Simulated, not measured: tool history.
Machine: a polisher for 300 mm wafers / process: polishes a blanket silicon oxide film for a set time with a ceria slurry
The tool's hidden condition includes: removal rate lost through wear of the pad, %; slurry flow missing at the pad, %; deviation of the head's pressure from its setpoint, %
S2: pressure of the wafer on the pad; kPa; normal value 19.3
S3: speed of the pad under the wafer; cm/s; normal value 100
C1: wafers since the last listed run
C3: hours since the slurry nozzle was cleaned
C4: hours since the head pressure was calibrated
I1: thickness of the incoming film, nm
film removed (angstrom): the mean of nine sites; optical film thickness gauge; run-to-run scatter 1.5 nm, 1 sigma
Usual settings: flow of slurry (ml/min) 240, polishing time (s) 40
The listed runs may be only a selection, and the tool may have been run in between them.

Run 1, hour 0.0: usual settings; C1 0; wafers polished on this pad 991; C3 388.6; C4 1240.7; I1 1245.4. Result: film removed (angstrom) 1467.
Run 2, hour 11.2: usual settings but S2 13.8 kPa; C1 94; wafers polished on this pad 1085; C3 399.8; C4 1251.9; I1 1240.6. Result: film removed (angstrom) 1090.
At hour 17.4: worn pad replaced by a new one.
Run 3, hour 26.6: usual settings but S2 13.8 kPa; C1 96; wafers polished on this pad 77; C3 415.2; C4 1267.3; I1 1226.6. Result: film removed (angstrom) 1090.
Run 4, hour 42.9: usual settings but S2 13.8 kPa; C1 137; wafers polished on this pad 215; C3 431.5; C4 1283.6; I1 1229.9. Result: film removed (angstrom) 1080.
Run 5, hour 52.7: usual settings but flow of slurry (ml/min) 275, S2 15.2 kPa; C1 82; wafers polished on this pad 297; C3 441.3; C4 1293.4; I1 1225.5. Result: film removed (angstrom) 1198.
Run 6, hour 64.5: usual settings but flow of slurry (ml/min) 275, S2 15.2 kPa; C1 99; wafers polished on this pad 397; C3 453.1; C4 1305.2; I1 1255.2. Result: film removed (angstrom) 1204.
Run 7, hour 80.8: usual settings; C1 137; wafers polished on this pad 535; C3 469.4; C4 1321.5; I1 1233.5. Result: film removed (angstrom) 1424.
Run 8, hour 92.6: usual settings; C1 99; wafers polished on this pad 635; C3 481.2; C4 1333.3; I1 1232.0. Result: film removed (angstrom) 1462.
Run 9, hour 99.6: usual settings but flow of slurry (ml/min) 210; C1 59; wafers polished on this pad 694; C3 488.2; C4 1340.3; I1 1241.4. Result: film removed (angstrom) 1403.
Run 10, hour 105.7: usual settings but flow of slurry (ml/min) 210; C1 51; wafers polished on this pad 745; C3 494.3; C4 1346.4; I1 1228.8. Result: film removed (angstrom) 1406.
Run 11, hour 119.3: usual settings; C1 114; wafers polished on this pad 860; C3 507.9; C4 1360.0; I1 1236.8. Result: film removed (angstrom) 1459.
Run 12, hour 132.3: usual settings; C1 109; wafers polished on this pad 970; C3 520.9; C4 1373.0; I1 1216.4. Result: film removed (angstrom) 1434.
At hour 137.4: worn pad replaced by a new one.
Run 13, hour 144.3: usual settings but flow of slurry (ml/min) 270; C1 67; wafers polished on this pad 58; C3 532.9; C4 1385.0; I1 1239.0. Result: film removed (angstrom) 1442.
Run 14, hour 152.5: usual settings but flow of slurry (ml/min) 270; C1 69; wafers polished on this pad 127; C3 541.1; C4 1393.2; I1 1217.9. Result: film removed (angstrom) 1452.
Run 15, hour 162.0: usual settings; C1 80; wafers polished on this pad 208; C3 550.6; C4 1402.7; I1 1239.7. Result: film removed (angstrom) 1425.
Run 16, hour 176.6: usual settings but flow of slurry (ml/min) 280, S2 22.8 kPa, S3 134 cm/s, polishing time (s) 53; C1 123; wafers polished on this pad 331; C3 565.2; C4 1417.3; I1 1233.4. Result: film removed (angstrom) 2829.
At hour 191.1: head pressure recalibrated.
Run 17, hour 191.7: usual settings; C1 110; wafers polished on this pad 442; C3 580.3; C4 0.6; I1 1203.2. Result: film removed (angstrom) 1536.
Run 18, hour 199.9: usual settings but polishing time (s) 48; C1 69; wafers polished on this pad 511; C3 588.5; C4 8.8; I1 1230.7. Result: film removed (angstrom) 1842.
Run 19, hour 214.5: usual settings but flow of slurry (ml/min) 165, S2 24.8 kPa, S3 118 cm/s, polishing time (s) 29; C1 123; wafers polished on this pad 634; C3 603.1; C4 23.4; I1 1216.9. Result: film removed (angstrom) 1473.
At hour 230.0: slurry nozzle cleaned.
Run 20, hour 230.6: usual settings but S3 66 cm/s; C1 127; wafers polished on this pad 762; C3 0.6; C4 39.5; I1 1247.0. Result: film removed (angstrom) 1203.
Run 21, hour 241.5: usual settings; C1 92; wafers polished on this pad 854; C3 11.5; C4 50.4; I1 1218.5. Result: film removed (angstrom) 1643.
Run 22, hour 257.9: usual settings but flow of slurry (ml/min) 185, S2 21.4 kPa, S3 120 cm/s; C1 138; wafers polished on this pad 993; C3 27.9; C4 66.8; I1 1220.4. Result: film removed (angstrom) 1998.
Run 23, hour 273.1: usual settings; C1 128; wafers polished on this pad 1121; C3 43.1; C4 82.0; I1 1217.9. Result: film removed (angstrom) 1634.
Run 24, hour 282.4: usual settings but S2 25.5 kPa, S3 70 cm/s; C1 78; wafers polished on this pad 1200; C3 52.4; C4 91.3; I1 1250.2. Result: film removed (angstrom) 1619.
At hour 290.6: worn pad replaced by a new one.
Run 25, hour 317.5: usual settings but S3 114 cm/s; C1 262; wafers polished on this pad 227; C3 87.5; C4 126.4; I1 1225.7. Result: film removed (angstrom) 1792.
Run 26, hour 328.8: usual settings but flow of slurry (ml/min) 280, S2 22.8 kPa, S3 134 cm/s, polishing time (s) 53; C1 95; wafers polished on this pad 322; C3 98.8; C4 137.7; I1 1235.8. Result: film removed (angstrom) 3131.
Run 27, hour 335.9: usual settings but flow of slurry (ml/min) 300, S3 78 cm/s, polishing time (s) 36; C1 59; wafers polished on this pad 382; C3 105.9; C4 144.8; I1 1235.4. Result: film removed (angstrom) 1243.
Run 28, hour 352.2: usual settings but flow of slurry (ml/min) 280, S2 17.2 kPa, S3 132 cm/s, polishing time (s) 53; C1 137; wafers polished on this pad 520; C3 122.2; C4 161.1; I1 1220.0. Result: film removed (angstrom) 2411.
Run 29, hour 362.5: usual settings; C1 87; wafers polished on this pad 607; C3 132.5; C4 171.4; I1 1234.1. Result: film removed (angstrom) 1599.
Run 30, hour 380.1: usual settings but S2 21.4 kPa, S3 120 cm/s; C1 148; wafers polished on this pad 756; C3 150.1; C4 189.0; I1 1206.5. Result: film removed (angstrom) 2024.
Run 31, hour 390.0: usual settings but polishing time (s) 54; C1 83; wafers polished on this pad 840; C3 160.0; C4 198.9; I1 1233.5. Result: film removed (angstrom) 2130.

Below, each run's measurement less what the same run would have read without the hidden state. Both values contain the same run-to-run variation, but the gauge's scatter may not be the same in both:
run  film removed (angstrom)
  1                     -204
  2                     -154
  3                     -158
  4                     -159
  5                     -174
  6                     -178
  7                     -223
  8                     -234
  9                     -236
 10                     -239
 11                     -244
 12                     -246
 13                     -243
 14                     -249
 15                     -259
 16                     -503
 17                     -116
 18                     -149
 19                     -186
 20                      -20
 21                      -31
 22                      -48
 23                      -44
 24                      -47
 25                      -67
 26                     -124
 27                      -51
 28                     -108
 29                      -77
 30                     -106
 31                     -117
